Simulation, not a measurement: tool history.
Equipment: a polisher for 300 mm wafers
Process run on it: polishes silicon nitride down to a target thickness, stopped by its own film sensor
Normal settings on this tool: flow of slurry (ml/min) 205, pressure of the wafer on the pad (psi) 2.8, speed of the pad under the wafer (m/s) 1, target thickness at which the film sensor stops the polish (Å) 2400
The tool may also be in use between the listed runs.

run    hour  flow of slurry (ml/min)  pressure of the wafer on the pad (psi)  speed of the pad under the wafer (m/s)  target thickness at which the film sensor stops the polish (Å)  wafers since the last listed run  wafers polished on this pad  hours since the slurry nozzle was cleaned  hours since the head pressure was calibrated  incoming thickness of the incoming film, nm  time until the film sensor stopped the polish (s)
  1       0                      205                                     2.8                                       1                                                            2400                                 0                         2748                                      488.4                                         532.5                                        409.9                                              143.3
       15.1  -- worn pad replaced by a new one
       46.9  -- slurry nozzle cleaned
  2    80.6                      205                                     2.8                                       1                                                            2400                               617                          526                                       33.7                                         613.1                                        406.9                                              109.3
  3   122.7                      205                                     2.8                                       1                                                            2400                               343                          870                                       75.8                                         655.2                                        410.3                                              120.3
  4     197                      205                                       2                                       1                                                            2400                               606                         1476                                      150.1                                         729.5                                        405.2                                              164.5
  5   265.8                      205                                       2                                       1                                                            2400                               561                         2038                                      218.9                                         798.3                                        404.9                                              174.9
      289.9  -- worn pad replaced by a new one
  6   315.1                      205                                       2                                       1                                                            2400                               369                          205                                      268.2                                         847.6                                        404.2                                              164.7
      375.5  -- head pressure recalibrated
  7   402.4                      205                                     2.8                                    1.08                                                            2400                               696                          901                                      355.5                                          26.9                                          419                                              117.9
  8   497.9                      205                                     2.8                                    1.08                                                            2400                               779                         1681                                        451                                         122.4                                        416.3                                              126.6
      513.2  -- slurry nozzle cleaned
  9   563.8                      205                                     2.8                                       1                                                            2400                               529                         2211                                       50.6                                         188.3                                        409.1                                              126.4
      608.4  -- worn pad replaced by a new one
 10   620.4                      205                                     2.8                                       1                                                            2400                               429                           97                                      107.2                                         244.9                                        412.6                                              117.8
 11   662.7                      205                                     2.8                                       1                                                            2600                               345                          443                                      149.5                                         287.2                                        410.1                                              106.9
 12   732.7                      270                                     2.5                                    1.32                                                            2870                               571                         1014                                      219.5                                         357.2                                        412.8                                               75.7
 13   822.5                      205                                     2.8                                    0.74                                                            2400                               733                         1747                                      309.3                                           447                                        412.5                                              167.3
 14   918.7                      175                                     2.8                                       1                                                            2400                               785                         2533                                      405.5                                         543.2                                        412.5                                              147.9
      953.2  -- slurry nozzle cleaned
        958  -- worn pad replaced by a new one
 15   971.7                      245                                     3.6                                    0.76                                                            2130                               391                          112                                       18.5                                         596.2                                        413.4                                              126.3
 16  1034.7                      265                                     2.8                                       1                                                            1990                               514                          626                                       81.5                                         659.2                                        406.8                                              136.7
 17  1138.6                      205                                     2.8                                       1                                                            2400                               848                         1474                                      185.4                                         763.1                                        415.8                                              127.6
     1176.7  -- head pressure recalibrated
 18  1209.1                      140                                     3.6                                       1                                                            2400                               559                         2034                                      255.9                                          32.4                                        410.2                                              108.8
     1225.9  -- worn pad replaced by a new one
 19  1249.5                      270                                     2.5                                    1.32                                                            2870                               297                          192                                      296.3                                          72.8                                          409                                               72.7
 20  1341.1                      160                                     2.2                                       1                                                            1960                               747                          940                                      387.9                                         164.4                                        412.6                                              209.9
 21  1379.6                      205                                     2.3                                     1.3                                                            2720                               314                         1255                                      426.4                                         202.9                                        408.9                                              100.2
 22  1454.5                      155                                     2.8                                    0.74                                                            2400                               611                         1866                                      501.3                                         277.8                                        409.3                                              177.6
     1495.4  -- slurry nozzle cleaned
 23  1538.5                      205                                     2.8                                     0.9                                                            1830                               677                         2544                                       43.1                                         361.8                                        414.8                                              192.4

Each row is a separate what-if for the run after 23, all from the same tool condition, not one after another. Results?
  A  1539                      205                                     2.8                                       1                                                            2400                                 4                         2548                                       43.6                                         362.3                                        415.4                                                  ?
  B  1539                      160                                     2.8                                       1                                                            2400                                 4                         2548                                       43.6                                         362.3                                        415.4                                                  ?
  C  1539                      205                                     2.8                                       1                                                            2950                                 4                         2548                                       43.6                                         362.3                                        415.4                                                  ?
  D  1539                      260                                     2.8                                    1.16                                                            2960                                 4                         2548                                       43.6                                         362.3                                        415.4                                                  ?

run  time until the film sensor stopped the polish (s)
  A                                              132.8
  B                                              138.4
  C                                               91.2
  D                                               77.8
Take away the tool's hidden state, keep each run's random variation, and the runs would have read:
run  time until the film sensor stopped the polish (s)
  A                                              113.3
  B                                              117.5
  C                                               77.8
  D                                               66.6
